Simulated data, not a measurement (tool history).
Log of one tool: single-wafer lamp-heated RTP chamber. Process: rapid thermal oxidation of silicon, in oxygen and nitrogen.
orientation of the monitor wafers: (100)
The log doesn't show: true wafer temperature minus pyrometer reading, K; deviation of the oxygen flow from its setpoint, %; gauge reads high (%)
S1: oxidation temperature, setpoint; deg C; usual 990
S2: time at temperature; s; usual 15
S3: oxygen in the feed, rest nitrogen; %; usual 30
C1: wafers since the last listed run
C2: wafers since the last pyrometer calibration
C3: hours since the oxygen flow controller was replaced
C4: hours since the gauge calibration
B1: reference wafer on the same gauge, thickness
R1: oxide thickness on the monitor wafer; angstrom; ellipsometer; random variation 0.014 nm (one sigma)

Run 1, day 0: usual settings but S2 12 s, S3 17 %; C1 0; C2 1326; C3 1974.9; C4 874.2; B1 2.112. Result: R1 22.91 angstrom.
At day 0.483: gauge calibrated.
Run 2, day 3.754: usual settings but S2 12 s, S3 17 %; C1 1166; C2 2493; C3 2065; C4 78.5; B1 2.108. Result: R1 22.83 angstrom.
Run 3, day 6.733: usual settings; C1 926; C2 3419; C3 2136.5; C4 150; B1 2.111. Result: R1 25.69 angstrom.
Run 4, day 8.233: usual settings; C1 466; C2 3886; C3 2172.5; C4 186; B1 2.109. Result: R1 25.9 angstrom.
At day 9.258: pyrometer window cleaned and pyrometer calibrated.
Run 5, day 12.167: usual settings; C1 1118; C2 904; C3 2266.9; C4 280.4; B1 2.109. Result: R1 25.55 angstrom.
Run 6, day 14.783: usual settings but S1 969 deg C; C1 813; C2 1717; C3 2329.7; C4 343.2; B1 2.111. Result: R1 23.78 angstrom.
At day 17.371: oxygen flow controller replaced.
Run 7, day 17.912: usual settings but S1 969 deg C; C1 869; C2 2586; C3 13; C4 418.3; B1 2.11. Result: R1 24.04 angstrom.
Run 8, day 20.342: usual settings; C1 755; C2 3341; C3 71.3; C4 476.6; B1 2.109. Result: R1 25.7 angstrom.
Run 9, day 23.004: usual settings; C1 827; C2 4169; C3 135.2; C4 540.5; B1 2.112. Result: R1 25.71 angstrom.
At day 23.367: pyrometer window cleaned and pyrometer calibrated.
Run 10, day 25.221: usual settings but S2 12 s, S3 17 %; C1 585; C2 576; C3 188.4; C4 593.7; B1 2.107. Result: R1 22.41 angstrom.
Run 11, day 27.429: usual settings but S3 17 %; C1 686; C2 1263; C3 241.4; C4 646.7; B1 2.112. Result: R1 23.64 angstrom.
Run 12, day 30.492: usual settings but S1 1003 deg C; C1 951; C2 2215; C3 314.9; C4 720.2; B1 2.112. Result: R1 27.19 angstrom.
Run 13, day 33.65: usual settings but S1 970 deg C; C1 981; C2 3196; C3 390.7; C4 796; B1 2.109. Result: R1 24.17 angstrom.
At day 36.583: pyrometer window cleaned and pyrometer calibrated.
Run 14, day 37.567: usual settings but S1 980 deg C; C1 1113; C2 305; C3 484.7; C4 890; B1 2.11. Result: R1 24.48 angstrom.

Forecast run 15:
Run 15, day 39.842: usual settings but S2 8 s, S3 17 %; C1 707; C2 1012; C3 539.3; C4 944.6; B1 ?. Result: R1 ?.

Run 15 gave B1 2.111, R1 21.74 angstrom.
Without the tool's hidden state the same run would have given R1 21.56 angstrom.
